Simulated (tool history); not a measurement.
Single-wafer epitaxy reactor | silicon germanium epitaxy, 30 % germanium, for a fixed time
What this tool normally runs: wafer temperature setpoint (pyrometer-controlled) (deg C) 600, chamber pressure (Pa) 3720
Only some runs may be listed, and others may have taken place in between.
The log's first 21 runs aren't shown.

run	day	wafer temperature setpoint (pyrometer-controlled) (deg C)	chamber pressure (Pa)	read-back reference wafer on the same gauge, thickness_nm	mean film thickness on the monitor wafer (Å)
# day 61.058: showerhead replaced, of another model than before
22	61.208	609	4400	56.974	870.43
23	64.796	600	2933	56.972	523.92
24	66.667	611	3720	56.988	813.15
# day 67.088: pyrometer calibrated
25	68.367	600	4520	57.055	740.96
26	71.154	600	3720	57.011	647.92
27	74.475	588	4560	57.036	581.25
28	78.188	600	3720	56.989	647.46
29	80.167	586	3373	57.015	447.2
30	84.646	591	2800	57.023	419.48
31	89.025	588	3226	57.011	447.64
32	93.129	612	4213	57.041	913.15
33	96.154	590	3720	56.976	529.32
34	100.404	585	3186	57.01	420.15

Each row is a separate what-if for the run after 34, all from the same tool condition, not one after another. Results?
A	100.421	600	3720	?	?
B	100.421	606	3266	?	?
C	100.421	614	2986	?	?
D	100.421	611	4280	?	?
E	100.421	606	4213	?	?

run	read-back reference wafer on the same gauge, thickness_nm	mean film thickness on the monitor wafer (Å)
A	56.993	653.04
B	56.993	664.96
C	56.993	719.75
D	56.993	903.59
E	56.993	807.94
With no hidden state in the tool, these same runs would have given:
run	mean film thickness on the monitor wafer (Å)
A	639.23
B	650.89
C	704.52
D	884.47
E	790.85
